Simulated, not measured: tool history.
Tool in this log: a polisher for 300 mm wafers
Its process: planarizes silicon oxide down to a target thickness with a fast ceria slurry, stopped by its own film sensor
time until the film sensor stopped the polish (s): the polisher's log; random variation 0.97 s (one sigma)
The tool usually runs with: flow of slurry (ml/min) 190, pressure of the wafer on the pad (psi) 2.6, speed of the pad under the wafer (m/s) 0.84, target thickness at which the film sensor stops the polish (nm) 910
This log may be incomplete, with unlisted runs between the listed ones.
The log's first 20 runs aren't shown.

run     day  flow of slurry (ml/min)  pressure of the wafer on the pad (psi)  speed of the pad under the wafer (m/s)  target thickness at which the film sensor stops the polish (nm)  wafers since the last listed run  wafers polished on this pad  hours since the slurry nozzle was cleaned  hours since the head pressure was calibrated  incoming thickness of the incoming film, nm  time until the film sensor stopped the polish (s)
 21  22.983                      190                                     2.6                                    0.84                                                              698                               211                         1379                                      318.2                                         374.5                                       1697.7                                              103.5
 22  23.596                      145                                     2.6                                    0.84                                                              910                               152                         1531                                      332.9                                         389.2                                       1735.8                                               92.7
     24.067  -- slurry nozzle cleaned
 23  24.796                      190                                     2.6                                    0.84                                                              910                               287                         1819                                       17.5                                           418                                       1722.6                                               76.6
 24  25.617                      235                                     1.8                                    0.94                                                              836                               203                         2023                                       37.2                                         437.7                                       1753.6                                               96.5
 25  26.692                      210                                     3.1                                    0.56                                                             1158                               266                         2290                                         63                                         463.5                                       1730.6                                                 66
     27.179  -- worn pad replaced by a new one
 26  27.996                      190                                     2.6                                     0.7                                                              910                               282                          202                                       94.3                                         494.8                                       1692.2                                               85.8
 27  29.183                      190                                     2.6                                    0.84                                                              910                               294                          497                                      122.8                                         523.3                                       1694.5                                               74.8
 28  30.042                      190                                     2.6                                     0.6                                                              910                               213                          710                                      143.4                                         543.9                                       1711.1                                              101.6
 29  31.071                      190                                     2.6                                    0.84                                                              910                               255                          965                                      168.1                                         568.6                                       1686.6                                               74.9
 30  31.912                      190                                     2.6                                    0.84                                                              910                               209                         1175                                      188.3                                         588.8                                       1718.6                                               77.9
 31  33.362                      190                                     2.6                                    1.14                                                             1081                               360                         1535                                      223.1                                         623.6                                       1716.6                                               47.9
 32  34.312                      190                                     3.1                                    0.84                                                             1178                               235                         1770                                      245.9                                         646.4                                       1715.5                                               47.7
 33  35.671                      190                                     2.1                                    0.84                                                              910                               337                         2108                                      278.5                                           679                                       1712.5                                               91.8
 34  36.475                      160                                     2.3                                    0.84                                                              910                               199                         2307                                      297.8                                         698.3                                       1722.4                                               93.3
 35  37.162                      190                                     2.6                                    0.84                                                              910                               170                         2478                                      314.3                                         714.8                                         1733                                               81.4
     37.779  -- worn pad replaced by a new one
 36  38.096                      165                                     2.6                                    0.84                                                              910                               190                           78                                      336.7                                         737.2                                       1711.8                                               84.2
     38.312  -- slurry nozzle cleaned
 37  39.475                      250                                     1.8                                    0.72                                                             1049                               332                          410                                       27.9                                         770.3                                         1723                                               87.9
 38  40.325                      190                                     2.6                                    0.84                                                              910                               211                          621                                       48.3                                         790.7                                       1688.7                                               75.1

Each row is a separate what-if for the run after 38, all from the same tool condition, not one after another. Results?
  A  40.342                      190                                     2.6                                    0.84                                                              910                                 4                          625                                       48.7                                         791.1                                       1722.7                                                  ?
  B  40.342                      190                                     3.4                                    1.06                                                              993                                 4                          625                                       48.7                                         791.1                                       1722.7                                                  ?
  C  40.342                      190                                     2.6                                       1                                                              910                                 4                          625                                       48.7                                         791.1                                       1722.7                                                  ?

run  time until the film sensor stopped the polish (s)
  A                                               78.2
  B                                               47.6
  C                                               67.4
What these runs would have given with no unlogged condition in the tool:
run  time until the film sensor stopped the polish (s)
  A                                               77.1
  B                                               46.9
  C                                               66.4
